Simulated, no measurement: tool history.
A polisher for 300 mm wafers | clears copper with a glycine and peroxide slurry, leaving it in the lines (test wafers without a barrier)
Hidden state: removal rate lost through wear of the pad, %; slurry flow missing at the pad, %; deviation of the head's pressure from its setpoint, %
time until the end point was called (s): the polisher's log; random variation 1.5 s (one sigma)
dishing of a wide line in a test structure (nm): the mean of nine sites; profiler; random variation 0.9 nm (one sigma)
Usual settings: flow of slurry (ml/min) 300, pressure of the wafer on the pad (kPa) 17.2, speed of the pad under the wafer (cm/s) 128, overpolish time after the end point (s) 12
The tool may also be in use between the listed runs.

run	hour	flow of slurry (ml/min)	pressure of the wafer on the pad (kPa)	speed of the pad under the wafer (cm/s)	overpolish time after the end point (s)	wafers since the last listed run	wafers polished on this pad	hours since the slurry nozzle was cleaned	hours since the head pressure was calibrated	incoming thickness of the incoming film, nm	time until the end point was called (s)	dishing of a wide line in a test structure (nm)
1	0	300	17.2	128	7	0	620	611.7	341.2	597	122.1	23.8
# hour 32.3: slurry nozzle cleaned
2	44.4	300	17.2	128	7	255	876	12.1	385.6	589.8	119.7	24.3
3	90.7	300	17.2	156	13	272	1149	58.4	431.9	598.7	106.2	49.8
# hour 120.3: head pressure recalibrated
4	123	300	17.2	128	12	178	1327	90.7	2.7	591.4	119.7	39.4
5	160.7	300	17.2	118	12	222	1550	128.4	40.4	597.7	130.8	38.2
6	201.5	300	17.2	118	12	240	1790	169.2	81.2	595.3	130.8	36.7
7	248.5	300	18.6	162	12	277	2067	216.2	128.2	587.9	92.3	48.3
# hour 290.9: worn pad replaced by a new one
8	311	300	18.6	162	12	344	118	278.7	190.7	599	93.2	51.4
9	378.8	300	17.2	128	12	399	518	346.5	258.5	600.9	123.2	39.1
10	426.6	300	17.2	128	12	281	800	394.3	306.3	599.3	123.8	39.9
11	473	300	17.2	128	12	273	1073	440.7	352.7	587.2	121.2	40.2
12	538.5	200	19.3	162	10	386	1459	506.2	418.2	595.3	94	41.5
13	562.8	300	21.4	128	12	143	1603	530.5	442.5	594	100.9	48.3
# hour 570.7: slurry nozzle cleaned
14	629.6	300	15.9	128	12	387	1991	58.9	509.3	600.1	132.1	37.2
15	682.2	300	11.7	160	12	310	2301	111.5	561.9	597	137.7	33.6
16	713.3	255	18.6	140	9	183	2484	142.6	593	593.8	107	32.3
# hour 716.5: head pressure recalibrated
17	754.2	250	14.5	128	12	229	2713	183.5	37.7	601.2	142.7	34.8
# hour 797.7: worn pad replaced by a new one
18	814.9	300	17.2	98	9	334	101	244.2	98.4	588.3	149.7	25.2
19	870.2	300	17.2	144	14	326	427	299.5	153.7	599.9	109.7	49
20	918.3	300	17.2	128	12	283	710	347.6	201.8	605.3	121.8	38.8
21	951	250	22.1	128	5	192	903	380.3	234.5	600.7	102.5	21.5
22	1019.2	270	15.2	104	15	402	1305	448.5	302.7	585.1	157.9	36
23	1083.1	330	17.2	106	12	376	1682	512.4	366.6	595.7	144.1	34
# hour 1103.8: slurry nozzle cleaned
24	1124.9	270	17.2	128	12	240	1923	21.1	408.4	593.8	121.8	39.5
25	1181.4	300	13.1	104	12	333	2256	77.6	464.9	596.5	178.6	27.1
26	1233.2	265	17.2	128	12	305	2561	129.4	516.7	592.6	122.3	38.5
# hour 1251.3: worn pad replaced by a new one
# hour 1308.3: head pressure recalibrated
27	1349.8	200	17.2	128	15	652	568	246	41.5	600.6	127.9	46.7
28	1399.9	300	14.5	128	16	295	864	296.1	91.6	601.5	139.2	44.4
29	1436	360	17.2	128	12	212	1077	332.2	127.7	595.3	120.9	38.7
30	1489.3	300	17.2	128	12	314	1391	385.5	181	600.5	121.9	39
31	1548.4	300	17.2	128	12	348	1739	444.6	240.1	591.7	118.7	39.2
32	1609.2	300	17.2	128	12	358	2098	505.4	300.9	595.8	121.9	38.9
33	1650.6	300	14.5	92	12	244	2342	546.8	342.3	590.4	180.6	27
# hour 1660: slurry nozzle cleaned
34	1684.1	345	22.1	128	10	191	2534	24.1	375.8	596.7	97.2	41.4

Forecast each of these 4 alternatives for the next run:
A	1684.6	300	22.8	128	12	2	2537	24.6	376.3	597.1	?	?
B	1684.6	335	17.2	128	10	2	2537	24.6	376.3	597.1	?	?
C	1684.6	405	17.2	128	12	2	2537	24.6	376.3	597.1	?	?
D	1684.6	300	12.4	128	12	2	2537	24.6	376.3	597.1	?	?

run	time until the end point was called (s)	dishing of a wide line in a test structure (nm)
A	95.3	47.5
B	119.5	32.7
C	117.9	39
D	157.3	29.8
Without the tool's hidden state the same runs would have given:
run	time until the end point was called (s)	dishing of a wide line in a test structure (nm)
A	95.3	47.5
B	119.5	32.7
C	117.9	39
D	157.3	29.8

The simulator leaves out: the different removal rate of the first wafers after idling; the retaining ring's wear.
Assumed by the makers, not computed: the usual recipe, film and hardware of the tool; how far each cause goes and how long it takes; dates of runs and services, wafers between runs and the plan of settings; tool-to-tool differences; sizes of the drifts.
